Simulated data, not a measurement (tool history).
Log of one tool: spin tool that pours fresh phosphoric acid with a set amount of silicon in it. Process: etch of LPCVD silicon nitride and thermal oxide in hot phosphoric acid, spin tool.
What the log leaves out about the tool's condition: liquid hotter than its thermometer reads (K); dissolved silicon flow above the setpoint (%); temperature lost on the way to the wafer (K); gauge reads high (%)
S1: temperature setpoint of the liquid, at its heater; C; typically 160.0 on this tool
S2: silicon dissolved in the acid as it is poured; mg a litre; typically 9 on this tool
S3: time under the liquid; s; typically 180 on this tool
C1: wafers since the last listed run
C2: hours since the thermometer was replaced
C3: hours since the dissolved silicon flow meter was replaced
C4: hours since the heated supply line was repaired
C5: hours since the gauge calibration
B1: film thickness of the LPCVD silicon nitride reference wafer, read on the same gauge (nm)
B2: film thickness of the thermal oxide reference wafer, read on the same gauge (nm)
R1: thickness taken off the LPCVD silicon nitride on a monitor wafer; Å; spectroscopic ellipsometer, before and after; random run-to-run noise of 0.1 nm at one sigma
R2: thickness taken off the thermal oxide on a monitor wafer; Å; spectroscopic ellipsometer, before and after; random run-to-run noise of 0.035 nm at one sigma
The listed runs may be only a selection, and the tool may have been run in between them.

run 1 day=0.000 | S1=161.5 S2=9 S3=180 | C1=0 C2=622.0 C3=1348.1 C4=3366.5 C5=233.2 | B1=153.03 B2=153.055 | R1=210.6 R2=3.88
run 2 day=1.279 | S1=161.5 S2=9 S3=180 | C1=293 C2=652.7 C3=1378.8 C4=3397.2 C5=263.9 | B1=153.19 B2=153.225 | R1=211.7 R2=4.84
run 3 day=1.975 | S1=161.5 S2=9 S3=180 | C1=159 C2=669.4 C3=1395.5 C4=3413.9 C5=280.6 | B1=153.32 B2=153.320 | R1=210.9 R2=4.29
run 4 day=3.033 | S1=160.0 S2=9 S3=180 | C1=242 C2=694.8 C3=1420.9 C4=3439.3 C5=306.0 | B1=153.46 B2=153.425 | R1=203.0 R2=3.70
run 5 day=3.833 | S1=160.0 S2=9 S3=180 | C1=183 C2=714.0 C3=1440.1 C4=3458.5 C5=325.2 | B1=153.59 B2=153.546 | R1=202.0 R2=4.04
run 6 day=5.050 | S1=158.5 S2=9 S3=140 | C1=278 C2=743.2 C3=1469.3 C4=3487.7 C5=354.4 | B1=153.71 B2=153.659 | R1=147.3 R2=2.72
run 7 day=6.462 | S1=158.5 S2=9 S3=140 | C1=323 C2=777.1 C3=1503.2 C4=3521.6 C5=388.3 | B1=153.82 B2=153.821 | R1=149.0 R2=2.60
run 8 day=7.542 | S1=161.5 S2=9 S3=180 | C1=247 C2=803.0 C3=1529.1 C4=3547.5 C5=414.2 | B1=153.83 B2=153.871 | R1=212.2 R2=4.57
-- day=8.662 heated supply line repaired
run 9 day=9.467 | S1=158.5 S2=9 S3=180 | C1=431 C2=849.2 C3=1575.3 C4=19.3 C5=460.4 | B1=153.96 B2=154.036 | R1=191.1 R2=3.53
-- day=11.950 dissolved silicon flow meter replaced
run 10 day=12.625 | S1=161.5 S2=9 S3=180 | C1=714 C2=925.0 C3=16.2 C4=95.1 C5=536.2 | B1=154.18 B2=154.167 | R1=212.5 R2=4.26
-- day=13.446 thermometer replaced
run 11 day=13.954 | S1=160.0 S2=5 S3=180 | C1=294 C2=12.2 C3=48.1 C4=127.0 C5=568.1 | B1=154.27 B2=154.185 | R1=203.5 R2=4.39
run 12 day=15.279 | S1=158.5 S2=9 S3=150 | C1=303 C2=44.0 C3=79.9 C4=158.8 C5=599.9 | B1=154.29 B2=154.245 | R1=160.0 R2=3.16
run 13 day=16.188 | S1=161.5 S2=13 S3=290 | C1=208 C2=65.8 C3=101.7 C4=180.6 C5=621.7 | B1=154.27 B2=154.273 | R1=340.3 R2=6.72

Run 14 has not been measured yet. What should we expect?
run 14 day=17.079 | S1=160.0 S2=9 S3=180 | C1=204 C2=87.2 C3=123.1 C4=202.0 C5=643.1 | B1=? B2=? | R1=? R2=?

{"run 14": {"B1": 154.34, "B2": 154.305, "R1": 202.5, "R2": 3.84}}
With no hidden state in the tool, this same run would have given R1 196.9 Å, R2 3.73 Å.

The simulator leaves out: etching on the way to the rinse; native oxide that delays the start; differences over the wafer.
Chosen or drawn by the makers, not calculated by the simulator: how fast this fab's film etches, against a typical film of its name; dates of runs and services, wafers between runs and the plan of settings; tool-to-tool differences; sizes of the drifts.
